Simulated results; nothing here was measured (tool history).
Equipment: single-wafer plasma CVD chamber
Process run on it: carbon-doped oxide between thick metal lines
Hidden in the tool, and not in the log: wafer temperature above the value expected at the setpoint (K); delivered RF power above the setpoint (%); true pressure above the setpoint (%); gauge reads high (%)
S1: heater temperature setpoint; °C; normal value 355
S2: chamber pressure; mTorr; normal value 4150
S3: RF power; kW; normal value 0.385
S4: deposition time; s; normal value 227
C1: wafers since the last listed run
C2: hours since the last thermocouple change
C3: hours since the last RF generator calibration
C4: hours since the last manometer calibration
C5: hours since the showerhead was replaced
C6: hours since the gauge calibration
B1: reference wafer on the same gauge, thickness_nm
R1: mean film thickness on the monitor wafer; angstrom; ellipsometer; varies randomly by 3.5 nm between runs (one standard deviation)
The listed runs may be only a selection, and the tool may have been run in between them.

{"run": 1, "hour": 0.0, "S1": 355, "S2": 4150, "S3": 0.385, "S4": 227, "C1": 0, "C2": 2810.2, "C3": 1472.9, "C4": 1935.0, "C5": 4345.4, "C6": 298.7, "B1": 837.647, "R1": 8902.84}
{"run": 2, "hour": 31.2, "S1": 355, "S2": 4150, "S3": 0.385, "S4": 227, "C1": 264, "C2": 2841.4, "C3": 1504.1, "C4": 1966.2, "C5": 4376.6, "C6": 329.9, "B1": 837.46, "R1": 8895.87}
{"hour": 48.3, "done": "RF generator calibrated"}
{"run": 3, "hour": 48.8, "S1": 355, "S2": 4150, "S3": 0.385, "S4": 227, "C1": 81, "C2": 2859.0, "C3": 0.5, "C4": 1983.8, "C5": 4394.2, "C6": 347.5, "B1": 836.899, "R1": 9112.76}
{"hour": 58.2, "done": "showerhead replaced"}
{"run": 4, "hour": 60.3, "S1": 355, "S2": 4150, "S3": 0.385, "S4": 227, "C1": 29, "C2": 2870.5, "C3": 12.0, "C4": 1995.3, "C5": 2.1, "C6": 359.0, "B1": 836.413, "R1": 9068.89}
{"run": 5, "hour": 79.6, "S1": 365, "S2": 3540, "S3": 0.385, "S4": 227, "C1": 163, "C2": 2889.8, "C3": 31.3, "C4": 2014.6, "C5": 21.4, "C6": 378.3, "B1": 837.292, "R1": 8676.39}
{"run": 6, "hour": 112.9, "S1": 355, "S2": 4150, "S3": 0.385, "S4": 227, "C1": 282, "C2": 2923.1, "C3": 64.6, "C4": 2047.9, "C5": 54.7, "C6": 411.6, "B1": 838.027, "R1": 9098.16}
{"run": 7, "hour": 140.8, "S1": 355, "S2": 4150, "S3": 0.385, "S4": 227, "C1": 236, "C2": 2951.0, "C3": 92.5, "C4": 2075.8, "C5": 82.6, "C6": 439.5, "B1": 837.169, "R1": 9062.53}
{"hour": 158.6, "done": "thermocouple changed; heater temperature recalibrated"}
{"run": 8, "hour": 170.4, "S1": 355, "S2": 4150, "S3": 0.385, "S4": 227, "C1": 183, "C2": 11.8, "C3": 122.1, "C4": 2105.4, "C5": 112.2, "C6": 469.1, "B1": 836.595, "R1": 9125.43}
{"run": 9, "hour": 194.1, "S1": 355, "S2": 4150, "S3": 0.385, "S4": 227, "C1": 201, "C2": 35.5, "C3": 145.8, "C4": 2129.1, "C5": 135.9, "C6": 492.8, "B1": 836.92, "R1": 9093.58}
{"run": 10, "hour": 214.6, "S1": 355, "S2": 4150, "S3": 0.385, "S4": 227, "C1": 174, "C2": 56.0, "C3": 166.3, "C4": 2149.6, "C5": 156.4, "C6": 513.3, "B1": 837.102, "R1": 9083.99}
{"run": 11, "hour": 231.2, "S1": 355, "S2": 4150, "S3": 0.385, "S4": 227, "C1": 140, "C2": 72.6, "C3": 182.9, "C4": 2166.2, "C5": 173.0, "C6": 529.9, "B1": 835.929, "R1": 9135.22}
{"run": 12, "hour": 250.3, "S1": 355, "S2": 4150, "S3": 0.385, "S4": 227, "C1": 162, "C2": 91.7, "C3": 202.0, "C4": 2185.3, "C5": 192.1, "C6": 549.0, "B1": 837.257, "R1": 9104.2}
{"hour": 261.1, "done": "gauge calibrated"}
{"run": 13, "hour": 281.1, "S1": 355, "S2": 5160, "S3": 0.385, "S4": 227, "C1": 261, "C2": 122.5, "C3": 232.8, "C4": 2216.1, "C5": 222.9, "C6": 20.0, "B1": 837.695, "R1": 9292.17}
{"run": 14, "hour": 306.0, "S1": 355, "S2": 4150, "S3": 0.385, "S4": 227, "C1": 211, "C2": 147.4, "C3": 257.7, "C4": 2241.0, "C5": 247.8, "C6": 44.9, "B1": 837.688, "R1": 9047.67}
{"run": 15, "hour": 323.3, "S1": 355, "S2": 4150, "S3": 0.345, "S4": 227, "C1": 146, "C2": 164.7, "C3": 275.0, "C4": 2258.3, "C5": 265.1, "C6": 62.2, "B1": 836.431, "R1": 8271.8}
{"hour": 356.7, "done": "capacitance manometer re-zeroed and calibrated"}
{"run": 16, "hour": 357.2, "S1": 361, "S2": 3710, "S3": 0.385, "S4": 247, "C1": 219, "C2": 198.6, "C3": 308.9, "C4": 0.5, "C5": 299.0, "C6": 96.1, "B1": 837.156, "R1": 9569.72}
{"run": 17, "hour": 371.2, "S1": 368, "S2": 4490, "S3": 0.32, "S4": 227, "C1": 118, "C2": 212.6, "C3": 322.9, "C4": 14.5, "C5": 313.0, "C6": 110.1, "B1": 836.846, "R1": 7565.74}
{"run": 18, "hour": 398.4, "S1": 359, "S2": 3340, "S3": 0.45, "S4": 187, "C1": 231, "C2": 239.8, "C3": 350.1, "C4": 41.7, "C5": 340.2, "C6": 137.3, "B1": 837.04, "R1": 8240.46}
{"run": 19, "hour": 433.4, "S1": 348, "S2": 4830, "S3": 0.435, "S4": 210, "C1": 297, "C2": 274.8, "C3": 385.1, "C4": 76.7, "C5": 375.2, "C6": 172.3, "B1": 836.755, "R1": 9544.25}
{"run": 20, "hour": 466.9, "S1": 355, "S2": 4150, "S3": 0.385, "S4": 227, "C1": 284, "C2": 308.3, "C3": 418.6, "C4": 110.2, "C5": 408.7, "C6": 205.8, "B1": 837.762, "R1": 9069.49}
{"run": 21, "hour": 487.7, "S1": 355, "S2": 4150, "S3": 0.385, "S4": 227, "C1": 176, "C2": 329.1, "C3": 439.4, "C4": 131.0, "C5": 429.5, "C6": 226.6, "B1": 836.505, "R1": 9046.47}
{"run": 22, "hour": 518.2, "S1": 351, "S2": 4150, "S3": 0.325, "S4": 227, "C1": 259, "C2": 359.6, "C3": 469.9, "C4": 161.5, "C5": 460.0, "C6": 257.1, "B1": 837.344, "R1": 7862.4}
{"run": 23, "hour": 532.2, "S1": 360, "S2": 4150, "S3": 0.32, "S4": 259, "C1": 118, "C2": 373.6, "C3": 483.9, "C4": 175.5, "C5": 474.0, "C6": 271.1, "B1": 837.073, "R1": 8700.66}
{"run": 24, "hour": 562.3, "S1": 355, "S2": 4150, "S3": 0.335, "S4": 227, "C1": 255, "C2": 403.7, "C3": 514.0, "C4": 205.6, "C5": 504.1, "C6": 301.2, "B1": 837.798, "R1": 8016.47}

Run 25 comes next. What will it give?
{"run": 25, "hour": 591.1, "S1": 355, "S2": 4150, "S3": 0.385, "S4": 269, "C1": 244, "C2": 432.5, "C3": 542.8, "C4": 234.4, "C5": 532.9, "C6": 330.0, "B1": "?", "R1": "?"}

{"run 25": {"B1": 838.073, "R1": 10650.65}}
If the tool had no hidden condition, the same run with the same run-to-run variation would have returned R1 10815.34 angstrom.
